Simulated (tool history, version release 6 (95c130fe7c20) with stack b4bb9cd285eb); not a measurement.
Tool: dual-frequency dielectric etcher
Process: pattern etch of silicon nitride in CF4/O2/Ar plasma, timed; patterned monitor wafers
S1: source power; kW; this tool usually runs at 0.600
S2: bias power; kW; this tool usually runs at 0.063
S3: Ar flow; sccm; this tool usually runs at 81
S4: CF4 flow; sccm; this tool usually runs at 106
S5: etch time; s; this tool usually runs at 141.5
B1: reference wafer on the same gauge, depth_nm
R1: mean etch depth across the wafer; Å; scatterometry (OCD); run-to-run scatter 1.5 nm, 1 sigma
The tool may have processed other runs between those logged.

Run 1, hour 0.0: usual settings; B1 335.7. Result: R1 3553 Å.
At hour 26.5: wet clean of the chamber.
Run 2, hour 54.8: usual settings; B1 335.9. Result: R1 3549 Å.
Run 3, hour 119.7: usual settings but S4 97 sccm; B1 336.1. Result: R1 3505 Å.
Run 4, hour 146.3: usual settings but S4 97 sccm; B1 336.1. Result: R1 3528 Å.
Run 5, hour 176.1: usual settings but S1 0.700 kW, S3 97 sccm; B1 335.8. Result: R1 4060 Å.
Run 6, hour 211.5: usual settings but S1 0.700 kW, S3 97 sccm; B1 336.1. Result: R1 4065 Å.
Run 7, hour 271.9: usual settings; B1 336.4. Result: R1 3553 Å.
At hour 308.4: source power generator calibrated.
Run 8, hour 312.1: usual settings; B1 336.2. Result: R1 3547 Å.
At hour 314.7: gauge calibrated.
At hour 336.3: Ar flow controller replaced.
At hour 345.1: upper electrode replaced.
Run 9, hour 346.4: usual settings but S4 97 sccm; B1 336.2. Result: R1 3490 Å.
At hour 360.0: bias power generator calibrated.
Run 10, hour 404.5: usual settings but S3 70 sccm; B1 335.9. Result: R1 3619 Å.
Run 11, hour 448.6: usual settings but S1 0.700 kW, S3 97 sccm; B1 335.8. Result: R1 4110 Å.
At hour 490.8: wet clean of the chamber.
Run 12, hour 491.3: usual settings but S2 0.074 kW, S3 94 sccm, S4 113 sccm; B1 336.1. Result: R1 3757 Å.
Run 13, hour 541.0: usual settings but S4 129 sccm, S5 173.0 s; B1 335.9. Result: R1 4443 Å.
At hour 555.0: CF4 flow controller replaced.
Run 14, hour 598.0: usual settings but S2 0.072 kW; B1 336.4. Result: R1 3747 Å.
At hour 657.8: gauge calibrated.
Run 15, hour 662.1: usual settings but S3 100 sccm, S4 117 sccm; B1 335.8. Result: R1 3531 Å.
Run 16, hour 688.8: usual settings but S1 0.660 kW; B1 335.7. Result: R1 3919 Å.
Run 17, hour 758.4: usual settings; B1 336.4. Result: R1 3558 Å.

Consider 5 possible next runs. They are alternatives, not a sequence: every one starts from the tool as it was left by run 17. What does each give?
Run A, hour 758.9: usual settings; B1 ?. Result: R1 ?.
Run B, hour 758.9: usual settings but S4 114 sccm; B1 ?. Result: R1 ?.
Run C, hour 758.9: usual settings but S1 0.520 kW, S4 121 sccm, S5 112.5 s; B1 ?. Result: R1 ?.
Run D, hour 758.9: usual settings but S3 69 sccm, S4 92 sccm, S5 163.5 s; B1 ?. Result: R1 ?.
Run E, hour 758.9: usual settings but S3 93 sccm, S4 129 sccm; B1 ?. Result: R1 ?.

run     B1    R1
  A  336.1  3551
  B  336.1  3587
  C  336.1  2470
  D  336.1  4094
  E  336.1  3590
Without the tool's unlogged condition, the same runs would have read:
run    R1
  A  3551
  B  3587
  C  2470
  D  4094
  E  3590
